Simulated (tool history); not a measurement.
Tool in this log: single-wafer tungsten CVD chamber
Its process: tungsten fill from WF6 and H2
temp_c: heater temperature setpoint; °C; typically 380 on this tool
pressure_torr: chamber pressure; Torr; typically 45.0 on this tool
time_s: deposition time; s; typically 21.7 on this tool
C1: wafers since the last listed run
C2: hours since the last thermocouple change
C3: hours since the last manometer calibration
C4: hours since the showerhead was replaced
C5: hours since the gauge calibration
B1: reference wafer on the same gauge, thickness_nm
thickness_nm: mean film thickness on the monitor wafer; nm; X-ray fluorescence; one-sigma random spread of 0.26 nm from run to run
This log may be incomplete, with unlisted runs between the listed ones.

Run 1, day 0.000: usual settings but temp_c 375 °C, pressure_torr 49.0 Torr; C1 0; C2 976.4; C3 1298.5; C4 2292.9; C5 224.7; B1 63.675. Result: thickness_nm 52.987 nm.
Run 2, day 0.529: usual settings but temp_c 375 °C, pressure_torr 49.0 Torr; C1 369; C2 989.1; C3 1311.2; C4 2305.6; C5 237.4; B1 63.680. Result: thickness_nm 53.191 nm.
Run 3, day 1.325: usual settings; C1 554; C2 1008.2; C3 1330.3; C4 2324.7; C5 256.5; B1 63.738. Result: thickness_nm 55.279 nm.
Run 4, day 5.192: usual settings; C1 2696; C2 1101.0; C3 1423.1; C4 2417.5; C5 349.3; B1 63.661. Result: thickness_nm 55.401 nm.
Run 5, day 5.838: usual settings; C1 450; C2 1116.5; C3 1438.6; C4 2433.0; C5 364.8; B1 63.716. Result: thickness_nm 55.786 nm.
Run 6, day 7.275: usual settings; C1 1002; C2 1151.0; C3 1473.1; C4 2467.5; C5 399.3; B1 63.727. Result: thickness_nm 55.926 nm.
Run 7, day 8.438: usual settings; C1 810; C2 1178.9; C3 1501.0; C4 2495.4; C5 427.2; B1 63.651. Result: thickness_nm 55.713 nm.
At day 9.188: capacitance manometer re-zeroed and calibrated.
Run 8, day 9.633: usual settings; C1 601; C2 1207.6; C3 10.7; C4 2524.1; C5 455.9; B1 63.788. Result: thickness_nm 53.966 nm.
At day 10.600: thermocouple changed; heater temperature recalibrated.
Run 9, day 11.054: usual settings but pressure_torr 51.0 Torr; C1 758; C2 10.9; C3 44.8; C4 2558.2; C5 490.0; B1 63.737. Result: thickness_nm 58.464 nm.
At day 11.792: showerhead replaced.
Run 10, day 12.533: usual settings but pressure_torr 51.0 Torr; C1 799; C2 46.4; C3 80.3; C4 17.8; C5 525.5; B1 63.587. Result: thickness_nm 58.651 nm.
At day 14.321: gauge calibrated.
Run 11, day 15.042: usual settings but pressure_torr 51.0 Torr; C1 1749; C2 106.6; C3 140.5; C4 78.0; C5 17.3; B1 63.607. Result: thickness_nm 58.105 nm.
Run 12, day 16.075: usual settings; C1 720; C2 131.4; C3 165.3; C4 102.8; C5 42.1; B1 63.593. Result: thickness_nm 54.192 nm.
Run 13, day 16.696: usual settings; C1 432; C2 146.3; C3 180.2; C4 117.7; C5 57.0; B1 63.590. Result: thickness_nm 53.663 nm.
Run 14, day 17.775: usual settings but temp_c 366 °C, pressure_torr 52.0 Torr, time_s 20.1 s; C1 752; C2 172.2; C3 206.1; C4 143.6; C5 82.9; B1 63.659. Result: thickness_nm 41.541 nm.
Run 15, day 18.942: usual settings but time_s 18.7 s; C1 813; C2 200.2; C3 234.1; C4 171.6; C5 110.9; B1 63.749. Result: thickness_nm 47.051 nm.
Run 16, day 19.642: usual settings but temp_c 389 °C; C1 488; C2 217.0; C3 250.9; C4 188.4; C5 127.7; B1 63.667. Result: thickness_nm 63.785 nm.
Run 17, day 20.492: usual settings but temp_c 372 °C, pressure_torr 36.2 Torr, time_s 23.2 s; C1 592; C2 237.4; C3 271.3; C4 208.8; C5 148.1; B1 63.636. Result: thickness_nm 43.471 nm.
Run 18, day 21.896: usual settings but time_s 20.6 s; C1 979; C2 271.1; C3 305.0; C4 242.5; C5 181.8; B1 63.614. Result: thickness_nm 51.454 nm.
Run 19, day 23.250: usual settings but temp_c 395 °C, pressure_torr 39.0 Torr, time_s 23.5 s; C1 944; C2 303.6; C3 337.5; C4 275.0; C5 214.3; B1 63.625. Result: thickness_nm 69.787 nm.
Run 20, day 24.688: usual settings but pressure_torr 55.5 Torr, time_s 17.4 s; C1 1002; C2 338.1; C3 372.0; C4 309.5; C5 248.8; B1 63.848. Result: thickness_nm 48.972 nm.
Run 21, day 25.346: usual settings; C1 459; C2 353.9; C3 387.8; C4 325.3; C5 264.6; B1 63.719. Result: thickness_nm 54.480 nm.
Run 22, day 26.721: usual settings but temp_c 374 °C; C1 958; C2 386.9; C3 420.8; C4 358.3; C5 297.6; B1 63.693. Result: thickness_nm 48.575 nm.
Run 23, day 27.854: usual settings but temp_c 387 °C, pressure_torr 34.5 Torr, time_s 24.9 s; C1 790; C2 414.1; C3 448.0; C4 385.5; C5 324.8; B1 63.637. Result: thickness_nm 59.166 nm.
Run 24, day 28.662: usual settings; C1 563; C2 433.5; C3 467.4; C4 404.9; C5 344.2; B1 63.666. Result: thickness_nm 54.401 nm.
Run 25, day 29.533: usual settings but pressure_torr 54.9 Torr; C1 607; C2 454.4; C3 488.3; C4 425.8; C5 365.1; B1 63.511. Result: thickness_nm 60.668 nm.

Forecast each of these 5 alternatives for the next run:
Run A, day 29.550: usual settings; C1 11; C2 454.8; C3 488.7; C4 426.2; C5 365.5; B1 ?. Result: thickness_nm ?.
Run B, day 29.550: usual settings but pressure_torr 53.1 Torr, time_s 25.5 s; C1 11; C2 454.8; C3 488.7; C4 426.2; C5 365.5; B1 ?. Result: thickness_nm ?.
Run C, day 29.550: usual settings but time_s 25.2 s; C1 11; C2 454.8; C3 488.7; C4 426.2; C5 365.5; B1 ?. Result: thickness_nm ?.
Run D, day 29.550: usual settings but temp_c 372 °C, pressure_torr 37.5 Torr, time_s 20.6 s; C1 11; C2 454.8; C3 488.7; C4 426.2; C5 365.5; B1 ?. Result: thickness_nm ?.
Run E, day 29.550: usual settings but temp_c 388 °C, pressure_torr 34.5 Torr, time_s 24.2 s; C1 11; C2 454.8; C3 488.7; C4 426.2; C5 365.5; B1 ?. Result: thickness_nm ?.

run      B1  thickness_nm
  A  63.632        54.089
  B  63.632        70.033
  C  63.632        62.854
  D  63.632        39.328
  E  63.632        58.740
With no hidden state in the tool, these same runs would have given:
run  thickness_nm
  A        53.018
  B        68.683
  C        61.608
  D        38.525
  E        57.537

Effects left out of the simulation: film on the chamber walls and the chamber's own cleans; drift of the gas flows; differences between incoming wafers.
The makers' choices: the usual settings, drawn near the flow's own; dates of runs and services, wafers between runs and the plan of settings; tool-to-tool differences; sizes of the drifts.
